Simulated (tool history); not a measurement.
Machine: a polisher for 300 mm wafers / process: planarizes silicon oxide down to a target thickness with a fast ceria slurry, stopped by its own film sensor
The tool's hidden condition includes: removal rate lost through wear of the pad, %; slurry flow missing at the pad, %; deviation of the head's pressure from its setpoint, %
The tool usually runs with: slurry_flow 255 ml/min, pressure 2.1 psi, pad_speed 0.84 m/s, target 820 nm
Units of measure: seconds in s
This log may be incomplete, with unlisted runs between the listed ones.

run,hour,slurry_flow,pressure,pad_speed,target,wafers since the last listed run,wafers polished on this pad,hours since the slurry nozzle was cleaned,hours since the head pressure was calibrated,"incoming thickness of the incoming film, nm",seconds
1,0,255,2.1,0.84,820,0,828,272.1,755.9,1639.8,93.2
2,35,255,2.1,0.84,820,366,1195,307.1,790.9,1626.7,89.3
3,47.8,255,2.1,0.84,820,134,1329,319.9,803.7,1630.7,92.2
4,80.8,255,2.1,0.84,820,345,1674,352.9,836.7,1643.1,95.7
5,110.2,255,2.1,0.84,820,307,1982,382.3,866.1,1642.3,97.7
6,135.2,255,2.1,0.84,820,261,2244,407.3,891.1,1636.3,96.6
7,150.9,255,2.1,0.72,820,164,2408,423,906.8,1630.9,108.2
# hour 161.1: worn pad replaced by a new one
8,184.8,210,2.1,0.84,820,313,247,456.9,940.7,1641.4,96.5
9,211.8,210,2.1,0.84,820,282,530,483.9,967.7,1639.6,100
10,232.7,255,2.1,0.84,820,218,749,504.8,988.6,1673.3,100.5
# hour 246.2: slurry nozzle cleaned
11,253.2,255,2.1,0.84,820,204,953,7,1009.1,1678.4,94.8
12,283.9,255,2.1,0.84,820,321,1274,37.7,1039.8,1643.6,92.7
13,312.5,255,2.1,0.84,820,299,1574,66.3,1068.4,1640.8,91.7
14,335.5,255,2.1,0.84,1041,240,1815,89.3,1091.4,1671.5,71.6
15,351.8,255,2.1,0.84,606,170,1985,105.6,1107.7,1632,120.1
# hour 380.3: worn pad replaced by a new one
16,386.3,255,2.1,0.84,820,319,62,140.1,1142.2,1683.4,92.9
17,414.3,280,2.1,0.84,820,293,355,168.1,1170.2,1652.3,89.2
18,433.5,295,2.7,1,924,201,556,187.3,1189.4,1671.4,58.3
# hour 445.9: head pressure recalibrated
19,465.9,205,1.6,0.84,675,318,875,219.7,20,1676.6,136.9
20,480.5,255,2.1,0.84,820,152,1028,234.3,34.6,1664.1,93.2
21,499.1,200,2.1,0.72,820,194,1222,252.9,53.2,1628.6,106.2
22,518.7,340,2.1,0.68,984,205,1427,272.5,72.8,1659,88.4
23,553.7,255,2.4,0.84,820,366,1794,307.5,107.8,1654.7,88.2
# hour 577.2: worn pad replaced by a new one
24,654.3,225,1.9,1.08,945,1011,806,408.1,208.4,1657.7,70.3
25,684.3,255,2.1,0.84,820,314,1120,438.1,238.4,1668.7,100.4
26,701,180,2.5,1.06,677,174,1295,454.8,255.1,1673.2,89.5
# hour 714.4: slurry nozzle cleaned
27,724,255,1.5,1.08,820,230,1525,9.6,278.1,1622,92.2
28,737.5,300,2.6,0.6,1096,141,1667,23.1,291.6,1673.5,72.1
29,760.8,255,2.4,0.84,820,243,1911,46.4,314.9,1648.9,85.2
# hour 784.6: worn pad replaced by a new one
30,785.1,255,2.1,0.84,1041,212,5,70.7,339.2,1653.4,66.7
31,820,255,2.1,0.84,820,365,371,105.6,374.1,1650.1,90.4
32,836.6,255,2.1,0.84,820,173,544,122.2,390.7,1647.6,92
33,855.5,325,1.6,0.84,820,197,742,141.1,409.6,1673.7,111.5
34,868,220,2.1,1.06,634,130,873,153.6,422.1,1659.6,95.5
35,900.8,255,2.1,0.84,820,343,1216,186.4,454.9,1665,94.8
36,925.1,215,1.8,1.14,998,254,1471,210.7,479.2,1658.4,64.7

Forecast each of these 5 alternatives for the next run:
A,925.5,255,2.1,0.84,820,4,1475,211.1,479.6,1636.7,?
B,925.5,255,2.1,0.94,745,4,1475,211.1,479.6,1636.7,?
C,925.5,255,2.1,0.98,820,4,1475,211.1,479.6,1636.7,?
D,925.5,325,1.6,0.84,649,4,1475,211.1,479.6,1636.7,?
E,925.5,255,1.5,0.84,820,4,1475,211.1,479.6,1636.7,?

run,seconds
A,91
B,90.6
C,80.2
D,129.9
E,114.6
With the hidden condition removed and each run's random variation left untouched, the same runs would have given:
run,seconds
A,86.4
B,86
C,76.1
D,123.5
E,108.8

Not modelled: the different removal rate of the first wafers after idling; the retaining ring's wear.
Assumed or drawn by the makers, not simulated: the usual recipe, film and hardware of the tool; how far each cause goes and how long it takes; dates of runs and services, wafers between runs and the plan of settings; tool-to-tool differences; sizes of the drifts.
